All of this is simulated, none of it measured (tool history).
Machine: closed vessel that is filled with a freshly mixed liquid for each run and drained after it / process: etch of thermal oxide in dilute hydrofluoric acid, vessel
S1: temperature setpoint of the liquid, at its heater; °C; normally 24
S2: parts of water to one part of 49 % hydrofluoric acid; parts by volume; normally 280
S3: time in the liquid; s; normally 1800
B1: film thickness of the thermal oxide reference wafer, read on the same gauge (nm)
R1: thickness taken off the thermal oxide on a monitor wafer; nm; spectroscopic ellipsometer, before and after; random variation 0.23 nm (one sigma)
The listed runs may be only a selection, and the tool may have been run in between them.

run   hour    S1   S2    S3      B1     R1
  1      0    24  355  1800   99.95  20.03
  2   21.3    26  280  1800   99.99  28.79
  3   38.6    24  280  1800  100.04  27.19
  4   70.4    24  280  1800   99.97  27.35
  5   90.5    24  235  1800  100.01  33.97
  6    103    24  280  1800   99.97  27.19
  7  127.1    24  280  1800     100  27.22
  8  160.1    24  280  2420  100.01  36.42
  9  174.5    24  280  2420  100.03  36.81
 10  190.4    24  280  2420  100.01  36.97
 11    213    24  280  1800     100  27.62
 12    237    24  280  1800   99.99  27.82
 13  249.6    24  280  1800  100.01  27.85
 14  264.7  20.5  145  1475   99.99  43.98
 15  289.3    24  235  1800  100.02  34.11
 16  317.6    24  235  1800  100.01  34.74
 17  344.4    24  280  1800     100  27.98
 18  358.7  26.5  280  1800  100.01  29.46
 19  391.5  25.5  325   825     100  10.94
 20  454.3    20  355   735   99.96   7.25
     505.3  -- gauge calibrated
 21    535  26.5  280  1800   99.98  30.35
     546.4  -- hydrofluoric acid flow meter replaced
 22  560.6    24  280  1195   99.99  18.46
 23  588.1  26.5  280  1800  100.05  29.86
 24  609.8    22  280   780   99.99  11.11
 25  634.6    24  280  1800   99.99  27.71
 26  661.6    24  280   935  100.02  14.22
     672.2  -- thermometer replaced
 27  687.1  27.5  150  1800  100.02  63.27
 28  718.8  26.5  175   920   99.98  25.73
 29  771.5    24  280   785  100.01  11.19
 30  804.9  19.5  280  1020     100  12.52
 31  827.9  25.5  185   745     100  19.01
 32  858.1    24  225  1800   99.99  33.56
 33  891.3  25.5  180  2670   99.99  69.87

For some of the steps in R1 from one run to the next: how much would appear even if the tool had no hidden state, given the settings, what came in and random variation, and how much remains for the hidden state plus any gauge scatter that the measured result and the result without hidden state don't share?
The hidden state here: liquid hotter than its thermometer reads (K); hydrofluoric acid flow below the setpoint (%); gauge reads high (%).
Run 13 -> 14: S1 24 -> 20.5, S2 280 -> 145, S3 1800 -> 1475. R1 +16.13 nm: hidden state +1.57, all else +14.56.
Run 20 -> 21: S1 20 -> 26.5, S2 355 -> 280, S3 735 -> 1800, gauge calibrated. R1 +23.1 nm: hidden state +1.77, all else +21.33.
Run 23 -> 24: S1 26.5 -> 22, S3 1800 -> 780. R1 -18.75 nm: hidden state -1.41, all else -17.34.
Run 26 -> 27: S1 24 -> 27.5, S2 280 -> 150, S3 935 -> 1800, thermometer replaced. R1 +49.05 nm: hidden state -0.93, all else +49.98.
Run 27 -> 28: S1 27.5 -> 26.5, S2 150 -> 175, S3 1800 -> 920. R1 -37.54 nm: hidden state -0.12, all else -37.42.
Run 32 -> 33: S1 24 -> 25.5, S2 225 -> 180, S3 1800 -> 2670. R1 +36.31 nm: hidden state +0.4, all else +35.91.

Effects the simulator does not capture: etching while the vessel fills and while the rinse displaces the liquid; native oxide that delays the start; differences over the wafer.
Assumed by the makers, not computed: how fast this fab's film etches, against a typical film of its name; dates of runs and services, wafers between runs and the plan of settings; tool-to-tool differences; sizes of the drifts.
